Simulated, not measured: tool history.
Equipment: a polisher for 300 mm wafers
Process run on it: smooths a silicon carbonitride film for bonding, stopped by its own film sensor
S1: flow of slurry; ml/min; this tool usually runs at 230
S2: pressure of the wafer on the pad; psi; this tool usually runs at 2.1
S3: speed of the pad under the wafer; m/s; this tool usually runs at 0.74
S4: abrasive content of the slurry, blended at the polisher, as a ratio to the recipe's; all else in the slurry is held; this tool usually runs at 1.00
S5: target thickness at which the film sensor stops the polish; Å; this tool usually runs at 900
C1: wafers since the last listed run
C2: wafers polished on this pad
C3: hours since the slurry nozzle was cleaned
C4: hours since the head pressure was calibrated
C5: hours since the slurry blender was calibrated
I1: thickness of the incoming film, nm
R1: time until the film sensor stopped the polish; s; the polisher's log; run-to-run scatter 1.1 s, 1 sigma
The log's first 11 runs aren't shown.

run	hour	S1	S2	S3	S4	S5	C1	C2	C3	C4	C5	I1	R1
12	137.4	230	2.1	0.74	1.00	900	71	336	639.3	392.6	373.9	110.2	108.0
13	151.6	230	2.1	0.74	1.00	900	118	455	653.5	406.8	388.1	111.3	113.6
# hour 158.5: slurry nozzle cleaned
14	166.0	230	2.1	0.74	1.00	900	112	567	7.5	421.2	402.5	109.9	93.6
15	176.4	255	2.7	0.94	1.00	900	87	655	17.9	431.6	412.9	108.8	56.5
16	185.3	200	2.1	0.96	0.70	900	74	729	26.8	440.5	421.8	111.2	103.3
17	195.2	260	1.5	0.92	1.00	860	82	812	36.7	450.4	431.7	108.4	124.3
# hour 198.8: head pressure recalibrated
# hour 202.6: slurry blender recalibrated
# hour 205.3: worn pad replaced by a new one
18	209.2	230	2.1	0.74	1.00	900	60	32	50.7	10.4	6.6	108.9	90.4
19	217.0	230	2.1	0.74	1.00	900	65	97	58.5	18.2	14.4	110.1	95.2
20	223.0	185	1.5	0.74	1.00	870	50	148	64.5	24.2	20.4	108.0	145.6
21	235.1	270	2.8	0.74	0.80	960	101	249	76.6	36.3	32.5	111.3	60.1
22	244.0	290	1.6	0.52	1.00	940	74	323	85.5	45.2	41.4	109.7	124.3
23	255.9	230	2.1	0.74	1.00	900	99	423	97.4	57.1	53.3	110.2	94.8
24	269.7	230	2.1	0.56	1.00	900	115	539	111.2	70.9	67.1	112.4	132.7
25	280.8	230	1.8	0.74	1.00	900	93	632	122.3	82.0	78.2	112.4	123.6

Run 26 is up next; what results do you expect?
26	290.9	230	2.1	1.00	0.85	900	84	716	132.4	92.1	88.3	111.4	?

R1: 88.3 s
Minus the tool's unlogged condition, the same run would have read R1 88.1 s.

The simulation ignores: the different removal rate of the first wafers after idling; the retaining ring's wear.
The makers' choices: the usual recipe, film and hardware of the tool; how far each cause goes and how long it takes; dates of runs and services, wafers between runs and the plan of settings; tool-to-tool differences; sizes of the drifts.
